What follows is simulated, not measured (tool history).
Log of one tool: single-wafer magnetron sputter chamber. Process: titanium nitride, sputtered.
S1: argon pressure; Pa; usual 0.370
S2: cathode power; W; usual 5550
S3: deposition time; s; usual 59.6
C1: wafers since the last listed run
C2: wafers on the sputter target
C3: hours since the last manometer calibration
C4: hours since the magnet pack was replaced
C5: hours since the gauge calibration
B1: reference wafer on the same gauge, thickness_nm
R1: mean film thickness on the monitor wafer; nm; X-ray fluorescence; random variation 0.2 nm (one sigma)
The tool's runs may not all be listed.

run	hour	S1	S2	S3	C1	C2	C3	C4	C5	B1	R1
1	0.0	0.411	5550	59.6	0	1791	1405.6	4746.5	301.3	56.308	53.535
2	43.4	0.411	5550	59.6	924	2715	1449.0	4789.9	344.7	56.409	53.573
3	81.1	0.370	5550	59.6	802	3518	1486.7	4827.6	382.4	56.416	53.677
# hour 108.0: gauge calibrated
# hour 113.6: sputter target and shields replaced
4	120.9	0.370	5550	59.6	677	155	1526.5	4867.4	12.9	56.405	55.064
5	148.3	0.370	5550	63.2	583	739	1553.9	4894.8	40.3	56.341	58.748
6	187.4	0.370	5550	63.2	832	1571	1593.0	4933.9	79.4	56.382	57.880
7	235.4	0.370	5550	63.2	1022	2593	1641.0	4981.9	127.4	56.433	57.335
8	272.6	0.370	5550	59.6	792	3385	1678.2	5019.1	164.6	56.370	53.857
9	297.1	0.310	4900	62.9	521	3907	1702.7	5043.6	189.1	56.472	51.101
# hour 338.9: capacitance manometer re-zeroed and calibrated
# hour 351.3: sputter target and shields replaced
# hour 371.9: magnet pack replaced
10	409.3	0.370	4750	50.2	1878	1063	70.4	37.4	301.3	56.449	37.030
11	462.4	0.285	4400	59.6	1130	2194	123.5	90.5	354.4	56.380	41.576
# hour 521.8: sputter target and shields replaced, repeated, since the last time left the tool worse
12	532.4	0.481	6600	62.7	1320	225	193.5	160.5	424.4	56.384	66.454
# hour 538.3: gauge calibrated
13	596.2	0.370	5550	68.2	1358	1583	257.3	224.3	57.9	56.348	62.351
14	666.3	0.370	4250	59.6	1492	3076	327.4	294.4	128.0	56.385	41.096
15	699.8	0.285	4400	59.6	713	3789	360.9	327.9	161.5	56.508	43.736
16	737.9	0.370	5550	59.6	811	4600	399.0	366.0	199.6	56.422	53.520
# hour 752.9: sputter target and shields replaced
17	800.4	0.296	6650	48.7	1160	1011	461.5	428.5	262.1	56.404	54.786

4 ways to go on from here, each from the tool as it stands after run 17. What would each give?
A	800.8	0.370	5550	59.6	8	1019	461.9	428.9	262.5	?	?
B	800.8	0.422	5550	59.6	8	1019	461.9	428.9	262.5	?	?
C	800.8	0.370	5550	50.7	8	1019	461.9	428.9	262.5	?	?
D	800.8	0.329	6850	66.7	8	1019	461.9	428.9	262.5	?	?

run	B1	R1
A	56.318	54.735
B	56.318	53.810
C	56.318	46.562
D	56.318	76.633
Without the tool's hidden state the same runs would have given:
run	R1
A	55.299
B	54.364
C	47.041
D	77.423
